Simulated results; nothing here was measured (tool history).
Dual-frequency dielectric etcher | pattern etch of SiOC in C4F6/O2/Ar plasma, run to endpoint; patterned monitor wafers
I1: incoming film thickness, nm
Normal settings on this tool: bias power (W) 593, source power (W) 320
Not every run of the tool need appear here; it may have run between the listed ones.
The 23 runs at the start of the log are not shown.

Run 24, hour 1100.8: usual settings but bias power (W) 642, source power (W) 300; I1 47.37. Result: endpoint time (s) 16.3.
At hour 1171.3: wet clean of the chamber.
Run 25, hour 1171.8: usual settings; I1 46.88. Result: endpoint time (s) 16.3.
Run 26, hour 1224.3: usual settings but bias power (W) 699, source power (W) 350; I1 46.75. Result: endpoint time (s) 14.5.
Run 27, hour 1250.7: usual settings but bias power (W) 448, source power (W) 270; I1 46.56. Result: endpoint time (s) 19.9.
Run 28, hour 1294.6: usual settings; I1 46.77. Result: endpoint time (s) 16.3.
Run 29, hour 1346.2: usual settings but bias power (W) 636, source power (W) 260; I1 46.49. Result: endpoint time (s) 17.5.
Run 30, hour 1396: usual settings; I1 46.91. Result: endpoint time (s) 16.2.
Run 31, hour 1457.7: usual settings but bias power (W) 512, source power (W) 260; I1 46.89. Result: endpoint time (s) 19.3.
Run 32, hour 1498.1: usual settings but source power (W) 250; I1 46.57. Result: endpoint time (s) 18.4.
Run 33, hour 1564.7: usual settings but bias power (W) 694, source power (W) 290; I1 47.8. Result: endpoint time (s) 16.3.
Run 34, hour 1622.8: usual settings but bias power (W) 696, source power (W) 300; I1 46.59. Result: endpoint time (s) 15.6.
Run 35, hour 1671.4: usual settings but bias power (W) 493, source power (W) 290; I1 47.46. Result: endpoint time (s) 18.8.

4 options for the next run, each taken on its own from the tool as it stands now. Forecast them:
Run A, hour 1671.8: usual settings but source power (W) 390; I1 46.47. Result: endpoint time (s) ?.
Run B, hour 1671.8: usual settings but bias power (W) 509, source power (W) 370; I1 46.47. Result: endpoint time (s) ?.
Run C, hour 1671.8: usual settings but bias power (W) 726, source power (W) 370; I1 46.47. Result: endpoint time (s) ?.
Run D, hour 1671.8: usual settings but bias power (W) 475, source power (W) 360; I1 46.47. Result: endpoint time (s) ?.

run  endpoint time (s)
  A               14.5
  B               15.9
  C               13.7
  D               16.5
Without the tool's hidden state the same runs would have given:
run  endpoint time (s)
  A               14.4
  B               15.8
  C               13.6
  D               16.5

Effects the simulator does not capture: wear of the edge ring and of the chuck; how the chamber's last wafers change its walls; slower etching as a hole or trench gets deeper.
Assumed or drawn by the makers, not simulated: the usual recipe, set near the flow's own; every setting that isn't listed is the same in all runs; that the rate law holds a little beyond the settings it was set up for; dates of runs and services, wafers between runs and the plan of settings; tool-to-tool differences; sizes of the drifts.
